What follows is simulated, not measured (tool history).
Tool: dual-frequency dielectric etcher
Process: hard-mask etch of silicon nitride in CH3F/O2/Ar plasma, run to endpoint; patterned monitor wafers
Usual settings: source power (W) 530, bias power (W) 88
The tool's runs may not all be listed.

run	hour	source power (W)	bias power (W)	wafers since the last listed run	hours since the last wet clean	hours since the last source power generator calibration	hours since the last bias power generator calibration	hours since the last upper electrode change	incoming incoming film thickness, nm	endpoint time (s)
1	0.0	530	88	0	409.4	3709.5	3306.9	4841.8	41.69	49.5
# hour 24.1: wet clean of the chamber
2	28.1	600	88	48	4.0	3737.6	3335.0	4869.9	41.20	45.7
3	55.9	530	88	325	31.8	3765.4	3362.8	4897.7	41.64	47.8
4	86.7	530	88	360	62.6	3796.2	3393.6	4928.5	41.71	48.1
5	119.9	530	88	388	95.8	3829.4	3426.8	4961.7	41.34	47.4
6	153.3	530	88	391	129.2	3862.8	3460.2	4995.1	41.58	48.4
7	169.0	530	88	183	144.9	3878.5	3475.9	5010.8	41.64	48.1
8	190.6	570	88	252	166.5	3900.1	3497.5	5032.4	41.18	47.0
9	216.7	570	88	305	192.6	3926.2	3523.6	5058.5	41.64	47.8
# hour 260.5: upper electrode replaced
10	270.5	570	88	348	246.4	3980.0	3577.4	10.0	41.98	47.8
11	284.6	530	88	165	260.5	3994.1	3591.5	24.1	41.84	49.1
12	316.8	590	97	377	292.7	4026.3	3623.7	56.3	41.56	46.3
13	342.8	530	108	304	318.7	4052.3	3649.7	82.3	42.00	46.8
14	376.0	430	105	388	351.9	4085.5	3682.9	115.5	41.51	49.5
15	388.0	530	99	140	363.9	4097.5	3694.9	127.5	42.00	48.1
16	419.9	530	88	373	395.8	4129.4	3726.8	159.4	41.67	49.6
# hour 437.0: bias power generator calibrated
17	438.5	530	88	170	414.4	4148.0	1.5	178.0	41.66	49.1
# hour 472.1: wet clean of the chamber
18	472.6	530	88	118	0.5	4182.1	35.6	212.1	42.30	48.5
19	483.8	420	72	131	11.7	4193.3	46.8	223.3	41.86	53.5
20	513.9	470	110	352	41.8	4223.4	76.9	253.4	41.39	46.7
21	526.4	450	88	146	54.3	4235.9	89.4	265.9	42.37	51.1
22	554.5	420	96	329	82.4	4264.0	117.5	294.0	41.84	50.1
23	582.7	570	98	330	110.6	4292.2	145.7	322.2	41.44	46.1
24	616.1	490	88	391	144.0	4325.6	179.1	355.6	42.03	49.5
# hour 651.9: source power generator calibrated
25	694.0	530	103	865	221.9	42.1	257.0	433.5	41.62	47.1
26	715.7	410	70	254	243.6	63.8	278.7	455.2	42.12	55.4
27	734.9	530	88	224	262.8	83.0	297.9	474.4	41.32	48.8
28	768.4	580	102	392	296.3	116.5	331.4	507.9	41.33	45.6
29	788.4	450	74	234	316.3	136.5	351.4	527.9	41.34	52.9
30	818.1	610	75	347	346.0	166.2	381.1	557.6	41.61	49.0
31	841.2	530	100	270	369.1	189.3	404.2	580.7	41.72	47.6
32	867.9	530	88	312	395.8	216.0	430.9	607.4	40.98	48.6
# hour 911.4: wet clean of the chamber
33	911.9	430	103	234	0.5	260.0	474.9	651.4	42.09	48.9
34	919.1	420	94	84	7.7	267.2	482.1	658.6	41.80	50.3
35	935.9	430	88	196	24.5	284.0	498.9	675.4	41.39	50.5

Measured less the same run without the tool's hidden state. The same run-to-run variation is in both; the gauge's scatter may not be:
The hidden state here: etch rate over this chamber's usual, %; source power that arrives over what is set, %; bias power that arrives over what is set, %.
run	endpoint time (s)
1	+1.5
2	+0.0
3	+0.1
4	+0.2
5	+0.4
6	+0.5
7	+0.5
8	+0.6
9	+0.7
10	+0.9
11	+1.0
12	+1.1
13	+1.2
14	+1.3
15	+1.4
16	+1.6
17	+1.6
18	-0.2
19	-0.2
20	+0.0
21	+0.0
22	+0.2
23	+0.2
24	+0.4
25	+0.6
26	+0.9
27	+0.8
28	+0.9
29	+1.2
30	+1.2
31	+1.2
32	+1.4
33	-0.1
34	-0.1
35	+0.0

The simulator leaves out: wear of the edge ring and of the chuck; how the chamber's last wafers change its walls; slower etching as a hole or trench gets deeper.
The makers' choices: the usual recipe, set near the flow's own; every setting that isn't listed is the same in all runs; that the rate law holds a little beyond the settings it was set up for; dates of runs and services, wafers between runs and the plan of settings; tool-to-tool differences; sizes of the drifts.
